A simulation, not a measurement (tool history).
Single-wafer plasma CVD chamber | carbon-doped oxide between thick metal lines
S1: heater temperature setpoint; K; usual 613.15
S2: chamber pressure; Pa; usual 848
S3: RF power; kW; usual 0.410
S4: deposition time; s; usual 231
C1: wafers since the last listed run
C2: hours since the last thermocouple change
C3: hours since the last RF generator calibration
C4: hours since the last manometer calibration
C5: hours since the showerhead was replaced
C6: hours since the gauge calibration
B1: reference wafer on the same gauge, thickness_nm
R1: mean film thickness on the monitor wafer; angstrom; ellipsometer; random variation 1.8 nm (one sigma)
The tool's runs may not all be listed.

run 1 day=0.000 | S1=613.15 S2=848 S3=0.410 S4=231 | C1=0 C2=1377.5 C3=1278.7 C4=2071.4 C5=3787.7 C6=385.9 | B1=1350.229 | R1=11150.02
run 2 day=0.625 | S1=613.15 S2=848 S3=0.410 S4=231 | C1=141 C2=1392.5 C3=1293.7 C4=2086.4 C5=3802.7 C6=400.9 | B1=1350.284 | R1=11139.34
run 3 day=1.042 | S1=613.15 S2=848 S3=0.410 S4=231 | C1=94 C2=1402.5 C3=1303.7 C4=2096.4 C5=3812.7 C6=410.9 | B1=1349.793 | R1=11137.07
run 4 day=1.617 | S1=623.15 S2=848 S3=0.410 S4=231 | C1=129 C2=1416.3 C3=1317.5 C4=2110.2 C5=3826.5 C6=424.7 | B1=1349.440 | R1=10820.25
run 5 day=2.079 | S1=623.15 S2=848 S3=0.410 S4=231 | C1=104 C2=1427.4 C3=1328.6 C4=2121.3 C5=3837.6 C6=435.8 | B1=1350.320 | R1=10822.25
run 6 day=2.538 | S1=623.15 S2=848 S3=0.410 S4=231 | C1=103 C2=1438.4 C3=1339.6 C4=2132.3 C5=3848.6 C6=446.8 | B1=1350.101 | R1=10808.25
run 7 day=3.146 | S1=613.15 S2=848 S3=0.410 S4=231 | C1=137 C2=1453.0 C3=1354.2 C4=2146.9 C5=3863.2 C6=461.4 | B1=1349.677 | R1=11131.92
run 8 day=3.604 | S1=613.15 S2=848 S3=0.410 S4=231 | C1=103 C2=1464.0 C3=1365.2 C4=2157.9 C5=3874.2 C6=472.4 | B1=1349.800 | R1=11133.28
run 9 day=4.083 | S1=613.15 S2=848 S3=0.410 S4=231 | C1=108 C2=1475.5 C3=1376.7 C4=2169.4 C5=3885.7 C6=483.9 | B1=1350.306 | R1=11165.32
-- day=4.579 thermocouple changed; heater temperature recalibrated
run 10 day=4.738 | S1=613.15 S2=1011 S3=0.410 S4=219 | C1=72 C2=3.8 C3=1392.4 C4=2185.1 C5=3901.4 C6=499.6 | B1=1349.595 | R1=10791.60
-- day=5.333 gauge calibrated
run 11 day=5.475 | S1=622.15 S2=848 S3=0.410 S4=231 | C1=166 C2=21.5 C3=1410.1 C4=2202.8 C5=3919.1 C6=3.4 | B1=1350.220 | R1=10837.98
run 12 day=6.096 | S1=622.15 S2=848 S3=0.410 S4=231 | C1=140 C2=36.4 C3=1425.0 C4=2217.7 C5=3934.0 C6=18.3 | B1=1350.552 | R1=10851.64
run 13 day=6.458 | S1=613.15 S2=848 S3=0.475 S4=189 | C1=81 C2=45.1 C3=1433.7 C4=2226.4 C5=3942.7 C6=27.0 | B1=1350.121 | R1=10070.26
-- day=6.967 RF generator calibrated
run 14 day=6.988 | S1=627.15 S2=921 S3=0.410 S4=206 | C1=44 C2=57.8 C3=0.5 C4=2239.1 C5=3955.4 C6=39.7 | B1=1350.145 | R1=10173.80
run 15 day=7.179 | S1=613.15 S2=848 S3=0.410 S4=231 | C1=43 C2=62.4 C3=5.1 C4=2243.7 C5=3960.0 C6=44.3 | B1=1350.000 | R1=11762.95
run 16 day=7.467 | S1=628.15 S2=848 S3=0.410 S4=231 | C1=64 C2=69.3 C3=12.0 C4=2250.6 C5=3966.9 C6=51.2 | B1=1350.220 | R1=11217.80
run 17 day=8.188 | S1=613.15 S2=948 S3=0.380 S4=231 | C1=162 C2=86.6 C3=29.3 C4=2267.9 C5=3984.2 C6=68.5 | B1=1350.020 | R1=11251.11
run 18 day=8.858 | S1=604.15 S2=693 S3=0.410 S4=231 | C1=151 C2=102.7 C3=45.4 C4=2284.0 C5=4000.3 C6=84.6 | B1=1349.784 | R1=11613.06
run 19 day=9.329 | S1=613.15 S2=848 S3=0.410 S4=231 | C1=106 C2=114.0 C3=56.7 C4=2295.3 C5=4011.6 C6=95.9 | B1=1349.958 | R1=11707.41
-- day=10.092 capacitance manometer re-zeroed and calibrated
-- day=10.133 showerhead replaced
run 20 day=10.154 | S1=600.15 S2=957 S3=0.410 S4=231 | C1=101 C2=133.8 C3=76.5 C4=1.5 C5=0.5 C6=115.7 | B1=1350.222 | R1=12363.47
run 21 day=10.388 | S1=623.15 S2=848 S3=0.410 S4=269 | C1=52 C2=139.4 C3=82.1 C4=7.1 C5=6.1 C6=121.3 | B1=1350.246 | R1=13197.05
run 22 day=10.833 | S1=609.15 S2=848 S3=0.410 S4=231 | C1=100 C2=150.1 C3=92.8 C4=17.8 C5=16.8 C6=132.0 | B1=1350.061 | R1=11851.25
run 23 day=11.150 | S1=625.15 S2=756 S3=0.410 S4=231 | C1=71 C2=157.7 C3=100.4 C4=25.4 C5=24.4 C6=139.6 | B1=1349.948 | R1=11029.35
run 24 day=11.658 | S1=613.15 S2=848 S3=0.410 S4=231 | C1=114 C2=169.9 C3=112.6 C4=37.6 C5=36.6 C6=151.8 | B1=1349.618 | R1=11662.78
run 25 day=12.300 | S1=613.15 S2=936 S3=0.390 S4=231 | C1=144 C2=185.3 C3=128.0 C4=53.0 C5=52.0 C6=167.2 | B1=1350.336 | R1=11352.53
run 26 day=13.729 | S1=613.15 S2=848 S3=0.410 S4=231 | C1=322 C2=219.6 C3=162.3 C4=87.3 C5=86.3 C6=201.5 | B1=1349.622 | R1=11581.18
run 27 day=14.104 | S1=613.15 S2=848 S3=0.410 S4=214 | C1=84 C2=228.6 C3=171.3 C4=96.3 C5=95.3 C6=210.5 | B1=1349.852 | R1=10694.52
run 28 day=14.642 | S1=608.15 S2=769 S3=0.410 S4=274 | C1=121 C2=241.5 C3=184.2 C4=109.2 C5=108.2 C6=223.4 | B1=1349.770 | R1=13730.99
run 29 day=15.262 | S1=613.15 S2=848 S3=0.410 S4=231 | C1=140 C2=256.4 C3=199.1 C4=124.1 C5=123.1 C6=238.3 | B1=1350.037 | R1=11546.61

Forecast each of these 3 alternatives for the next run:
run A day=15.283 | S1=599.15 S2=848 S3=0.410 S4=231 | C1=4 C2=256.9 C3=199.6 C4=124.6 C5=123.6 C6=238.8 | B1=? | R1=?
run B day=15.283 | S1=626.15 S2=1048 S3=0.370 S4=277 | C1=4 C2=256.9 C3=199.6 C4=124.6 C5=123.6 C6=238.8 | B1=? | R1=?
run C day=15.283 | S1=613.15 S2=848 S3=0.390 S4=231 | C1=4 C2=256.9 C3=199.6 C4=124.6 C5=123.6 C6=238.8 | B1=? | R1=?

run=A B1=1350.049 R1=12105.57
run=B B1=1350.049 R1=12655.50
run=C B1=1350.049 R1=11145.00
Without the tool's hidden state the same runs would have given:
run=A R1=12336.24
run=B R1=12907.32
run=C R1=11360.41

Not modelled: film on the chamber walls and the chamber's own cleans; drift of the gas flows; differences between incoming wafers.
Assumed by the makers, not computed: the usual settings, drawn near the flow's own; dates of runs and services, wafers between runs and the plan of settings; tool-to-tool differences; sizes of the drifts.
